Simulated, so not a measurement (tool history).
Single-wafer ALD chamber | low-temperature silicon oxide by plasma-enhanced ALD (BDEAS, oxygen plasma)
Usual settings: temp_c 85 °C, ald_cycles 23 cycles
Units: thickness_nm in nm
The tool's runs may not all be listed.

run,hour,temp_c,ald_cycles,wafers since the last listed run,hours since the last thermocouple change,hours since the gauge calibration,"read-back reference wafer on the same gauge, thickness_nm",thickness_nm
1,0.0,85,23,0,1167.7,295.2,3.890,3.410
2,16.4,85,23,132,1184.1,311.6,3.889,3.425
3,31.0,85,23,117,1198.7,326.2,3.891,3.405
4,44.2,85,23,106,1211.9,339.4,3.890,3.402
5,69.4,85,23,203,1237.1,364.6,3.890,3.401
6,94.4,96,23,201,1262.1,389.6,3.889,3.271
7,197.9,96,23,835,1365.6,493.1,3.888,3.269
# hour 213.4: gauge calibrated
8,231.1,96,23,268,1398.8,17.7,3.891,3.288
9,264.4,85,20,268,1432.1,51.0,3.890,2.972
10,295.7,85,20,252,1463.4,82.3,3.889,2.975
11,323.3,85,27,222,1491.0,109.9,3.891,4.016
12,335.9,85,27,101,1503.6,122.5,3.889,4.022
# hour 356.5: thermocouple changed; heater temperature recalibrated
13,357.0,85,25,105,0.5,143.6,3.890,3.640
14,373.0,85,25,129,16.5,159.6,3.890,3.641
15,401.4,85,23,229,44.9,188.0,3.888,3.345
16,416.9,85,23,125,60.4,203.5,3.890,3.364
17,449.0,85,23,259,92.5,235.6,3.891,3.335
18,481.3,85,21,260,124.8,267.9,3.889,3.068
19,499.2,81,23,144,142.7,285.8,3.889,3.395
20,522.3,99,20,186,165.8,308.9,3.893,2.765
21,546.7,85,23,197,190.2,333.3,3.888,3.343
22,581.5,79,25,280,225.0,368.1,3.890,3.717
23,603.2,75,25,175,246.7,389.8,3.889,3.779
24,615.5,85,23,99,259.0,402.1,3.892,3.368
25,675.2,74,21,482,318.7,461.8,3.888,3.195
26,699.6,97,19,197,343.1,486.2,3.890,2.662
# hour 710.9: gauge calibrated
27,713.2,81,27,109,356.7,2.3,3.889,3.987
28,742.4,73,25,235,385.9,31.5,3.888,3.825
29,767.6,74,23,203,411.1,56.7,3.890,3.498
30,786.4,94,23,151,429.9,75.5,3.890,3.256
31,805.6,96,25,155,449.1,94.7,3.889,3.520
32,821.5,90,26,128,465.0,110.6,3.890,3.734
33,853.2,85,23,255,496.7,142.3,3.891,3.376
34,877.1,85,23,192,520.6,166.2,3.891,3.363
35,889.9,75,25,103,533.4,179.0,3.890,3.823

How the hidden state differs across the entries between the runs, from the last listed run before each to the first after it:
Between runs 7 and 8: gauge calibrated (hour 213.4)
  wafer temperature above the value expected at the setpoint (K): -5.46 -> -5.61
  measured less the result without the state, thickness_nm: +0.065 -> +0.067 nm
Between runs 12 and 13: thermocouple changed; heater temperature recalibrated (hour 356.5)
  wafer temperature above the value expected at the setpoint (K): -6.06 -> 0.171
  measured less the result without the state, thickness_nm: +0.085 -> -0.002 nm
Between runs 26 and 27: gauge calibrated (hour 710.9)
  wafer temperature above the value expected at the setpoint (K): -1.31 -> -1.37
  measured less the result without the state, thickness_nm: +0.013 -> +0.020 nm
